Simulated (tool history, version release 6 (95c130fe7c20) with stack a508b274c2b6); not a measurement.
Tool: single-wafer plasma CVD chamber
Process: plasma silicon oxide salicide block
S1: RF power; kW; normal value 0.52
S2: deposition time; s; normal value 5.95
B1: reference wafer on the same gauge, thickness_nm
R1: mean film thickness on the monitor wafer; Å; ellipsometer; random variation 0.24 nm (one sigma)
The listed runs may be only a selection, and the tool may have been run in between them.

| run | hour | S1 | S2 | B1 | R1 |
|---|---|---|---|---|---|
| 1 | 0 | 0.52 | 6.76 | 67.784 | 747.78 |
|  | 66.4 | gauge calibrated |
| 2 | 74 | 0.52 | 6.76 | 67.811 | 758.12 |
| 3 | 170.1 | 0.495 | 5.95 | 67.811 | 651.92 |
| 4 | 241.9 | 0.495 | 5.95 | 67.829 | 651.69 |
| 5 | 341.7 | 0.52 | 5.95 | 67.881 | 665.21 |
| 6 | 382 | 0.52 | 5.95 | 67.86 | 663.07 |
| 7 | 480.9 | 0.52 | 6.39 | 67.773 | 712.06 |
| 8 | 533.5 | 0.52 | 6.39 | 67.785 | 711.74 |
| 9 | 637.6 | 0.52 | 5.45 | 67.923 | 606.15 |
| 10 | 744.9 | 0.52 | 5.95 | 67.784 | 660.87 |
| 11 | 800 | 0.52 | 5.95 | 67.705 | 661.35 |
| 12 | 849.3 | 0.52 | 6.59 | 67.752 | 738.28 |
| 13 | 911.7 | 0.52 | 5.3 | 67.799 | 592.09 |
|  | 927.9 | showerhead replaced |
| 14 | 961.2 | 0.52 | 5.3 | 67.834 | 589.38 |
| 15 | 1040.2 | 0.52 | 5.95 | 67.865 | 658.96 |
| 16 | 1089.2 | 0.52 | 5.95 | 67.88 | 665.16 |
| 17 | 1187.8 | 0.52 | 6.88 | 67.784 | 763.5 |
| 18 | 1293.3 | 0.475 | 5.4 | 67.861 | 588.22 |
| 19 | 1375.6 | 0.46 | 5.27 | 67.676 | 568.87 |
|  | 1448.7 | RF generator calibrated |
| 20 | 1461.7 | 0.44 | 6.26 | 67.775 | 660.31 |
| 21 | 1510.6 | 0.475 | 5.4 | 67.866 | 588.2 |
|  | 1538.2 | gauge calibrated |
| 22 | 1554 | 0.565 | 6.33 | 67.855 | 719.06 |
| 23 | 1645.3 | 0.52 | 5.95 | 67.776 | 664.15 |
| 24 | 1746.6 | 0.44 | 6.81 | 67.78 | 722.43 |
| 25 | 1829.2 | 0.585 | 6.31 | 67.769 | 723.57 |
| 26 | 1869.3 | 0.52 | 5.3 | 67.904 | 586.07 |
| 27 | 1916.6 | 0.52 | 5.95 | 67.688 | 661.74 |
| 28 | 1955.3 | 0.575 | 4.82 | 67.81 | 554.01 |
| 29 | 2004.6 | 0.49 | 6.67 | 67.688 | 732.25 |
| 30 | 2059.8 | 0.595 | 6.54 | 67.859 | 756.2 |
| 31 | 2119.7 | 0.52 | 5.95 | 67.845 | 663.56 |
| 32 | 2220.1 | 0.555 | 5.12 | 67.781 | 578.28 |

What the log doesn't show, run by run:
delivered RF power above the setpoint (%): 0 on each run
gauge reads high (%): 0 on each run

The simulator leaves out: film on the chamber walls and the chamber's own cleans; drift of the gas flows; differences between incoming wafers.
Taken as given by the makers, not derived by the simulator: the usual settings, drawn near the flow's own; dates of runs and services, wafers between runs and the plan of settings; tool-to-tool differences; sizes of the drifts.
